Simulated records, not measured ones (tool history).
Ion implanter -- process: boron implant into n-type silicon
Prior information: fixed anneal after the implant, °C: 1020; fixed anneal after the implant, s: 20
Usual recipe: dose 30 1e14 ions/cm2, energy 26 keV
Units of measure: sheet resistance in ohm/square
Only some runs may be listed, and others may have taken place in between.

run	day	dose	energy	wafers since the last listed run	hours since the last dose calibration	hours since the extraction supply was calibrated	hours since the gauge calibration	read-back reference wafer on the same gauge, sheet resistance	sheet resistance
1	0	30	26	0	564.6	5406.7	165.9	54.72	51.42
2	2.858	30	29.5	1111	633.2	5475.3	234.5	54.67	49.33
3	6.571	30	29.5	1443	722.3	5564.4	323.6	54.69	49.38
4	9.233	33.35	26	1035	786.2	5628.3	387.5	54.67	49.47
5	12.05	33.35	26	1095	853.8	5695.9	455.1	54.71	49.33
6	14.508	33.35	26	956	912.8	5754.9	514.1	54.7	49.55
# day 16.617: extraction supply calibrated
7	16.771	30	26	750	967.1	3.7	568.4	54.75	51.91
8	17.792	30	31.5	397	991.6	28.2	592.9	54.75	48.74
9	20.592	30	31.5	1088	1058.8	95.4	660.1	54.72	48.74
10	23.15	30	29.5	994	1120.2	156.8	721.5	54.72	49.95

Run 11 has not been measured yet. What should we expect?
# day 23.892: Faraday cup replaced and dose calibrated
11	25.954	30	26	960	49.5	224.1	788.8	?	?

read-back reference wafer on the same gauge, sheet resistance: 54.69
sheet resistance: 51.29 ohm/square
Without the tool's hidden state the same run would have given sheet resistance 51.19 ohm/square.
